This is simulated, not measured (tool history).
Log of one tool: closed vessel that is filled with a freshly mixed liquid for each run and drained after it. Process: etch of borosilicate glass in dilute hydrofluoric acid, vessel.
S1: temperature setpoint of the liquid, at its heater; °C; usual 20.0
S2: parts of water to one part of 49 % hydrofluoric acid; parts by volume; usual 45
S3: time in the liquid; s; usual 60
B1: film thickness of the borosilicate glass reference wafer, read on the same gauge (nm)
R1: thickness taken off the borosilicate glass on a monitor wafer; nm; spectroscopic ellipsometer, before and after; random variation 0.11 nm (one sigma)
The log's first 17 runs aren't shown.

run,hour,S1,S2,S3,B1,R1
18,214.0,17.0,55,90,30.02,30.08
19,220.8,17.5,55,60,29.94,20.43
20,231.7,20.0,45,60,29.98,28.15
21,247.3,20.0,45,70,29.99,32.65
22,257.8,20.0,45,60,30.01,28.18
23,264.7,20.0,45,60,30.00,28.25
24,279.4,20.0,55,90,30.02,34.00
25,287.8,22.0,45,30,30.01,15.21
26,296.3,20.0,45,60,30.03,27.99
27,312.1,18.0,50,35,29.96,13.43
28,329.0,21.5,60,30,29.96,10.93
# hour 330.9: hydrofluoric acid flow meter replaced, repeated, since the last time left the tool worse
29,341.5,18.0,30,45,30.00,35.14
30,348.0,22.0,40,60,30.00,40.86
31,355.4,20.0,55,60,30.00,26.89
32,368.3,20.0,45,60,30.01,33.21
33,386.2,24.0,45,60,30.01,39.31
34,395.0,23.0,35,70,29.99,57.14

3 ways to go on from here, each from the tool as it stands after run 34. What would each give?
A,395.7,20.0,45,60,?,?
B,395.7,20.0,40,85,?,?
C,395.7,17.5,35,40,?,?

run,B1,R1
A,30.02,33.22
B,30.02,53.26
C,30.02,25.86
Without the tool's hidden state the same runs would have given:
run,R1
A,33.73
B,54.08
C,26.26
